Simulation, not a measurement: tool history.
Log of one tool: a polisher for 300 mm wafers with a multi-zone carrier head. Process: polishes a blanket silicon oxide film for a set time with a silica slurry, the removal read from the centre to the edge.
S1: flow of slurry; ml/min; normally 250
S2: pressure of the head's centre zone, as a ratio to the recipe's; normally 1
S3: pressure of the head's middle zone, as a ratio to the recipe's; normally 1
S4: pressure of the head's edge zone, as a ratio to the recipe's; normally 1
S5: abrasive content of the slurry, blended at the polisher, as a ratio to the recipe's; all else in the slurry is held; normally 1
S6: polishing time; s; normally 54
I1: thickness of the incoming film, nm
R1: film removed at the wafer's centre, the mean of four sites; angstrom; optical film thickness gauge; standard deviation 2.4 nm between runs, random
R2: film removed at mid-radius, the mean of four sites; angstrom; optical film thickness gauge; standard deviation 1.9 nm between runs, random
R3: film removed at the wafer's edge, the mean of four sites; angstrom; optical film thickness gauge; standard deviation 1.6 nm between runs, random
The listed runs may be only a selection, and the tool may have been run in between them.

run	day	S1	S2	S3	S4	S5	S6	I1	R1	R2	R3
1	0	250	1	1	1	1	54	1391.4	1627	1669	1662
2	2.4	250	1	1	1	1	54	1401.3	1612	1644	1607
3	4.012	250	1	1	1	1	54	1411.1	1596	1627	1593
4	6.083	295	1	1	1	1	54	1390.7	1629	1603	1607
# day 6.612: slurry nozzle cleaned
# day 11.329: carrier head's membrane replaced by a new one
# day 11.462: worn pad replaced by a new one
5	12.946	250	0.96	1	1	1	54	1405.6	1560	1685	1685
6	15.038	250	0.96	1	1	1	54	1401.4	1563	1667	1666
# day 16.45: centre zone pressure recalibrated
# day 17.867: slurry nozzle cleaned
7	18.012	250	0.96	1	1	1	54	1405.3	1527	1591	1604
8	19.1	320	1	1	1	1	49	1404.5	1463	1489	1459
9	20.775	320	1	1	1	1	49	1393.8	1395	1435	1432
10	22.246	165	0.96	1	1	1	54	1399.7	1309	1368	1385
# day 22.625: worn pad replaced by a new one
11	24.975	250	1	1	1	1	54	1396.5	1691	1647	1637
12	27.062	250	0.9	1	1.11	1	41	1387.5	1093	1258	1287
# day 27.517: slurry nozzle cleaned
13	29.883	250	1.08	1	1	1	49	1396.5	1565	1455	1402
14	32.342	250	1	1.07	1	1	54	1399.4	1493	1608	1468
15	33.825	295	1	1	1	0.8	54	1397.9	1355	1365	1345
# day 34.075: worn pad replaced by a new one
# day 34.767: edge zone pressure recalibrated
16	35.358	250	1	1	1	1	54	1394.4	1671	1646	1622
17	37.412	250	0.92	1	0.9	1	36	1403.3	980	1075	1045
18	40.196	250	0.92	1	1	1.2	54	1409.8	1535	1730	1679
# day 40.429: slurry nozzle cleaned
19	42.083	250	1	1	1	1	54	1382.8	1551	1523	1547
20	44.092	185	1.11	1	1	1	54	1393.2	1564	1418	1421
# day 45.429: worn pad replaced by a new one
21	46.608	250	0.89	1	1	1	40	1397.4	1108	1228	1224
22	49.125	250	1	1	1	0.8	49	1392.8	1360	1366	1336

What if the next run were any one of these 3? Each begins from the tool's condition after run 22:
A	49.142	250	1	1	1	1	54	1397.8	?	?	?
B	49.142	250	1	1	0.89	1.2	42	1397.8	?	?	?
C	49.142	250	0.96	1	1	1	41	1397.8	?	?	?

run	R1	R2	R3
A	1657	1681	1632
B	1385	1405	1309
C	1207	1277	1239
Without the tool's hidden state the same runs would have given:
run	R1	R2	R3
A	1688	1713	1663
B	1411	1432	1334
C	1230	1301	1263
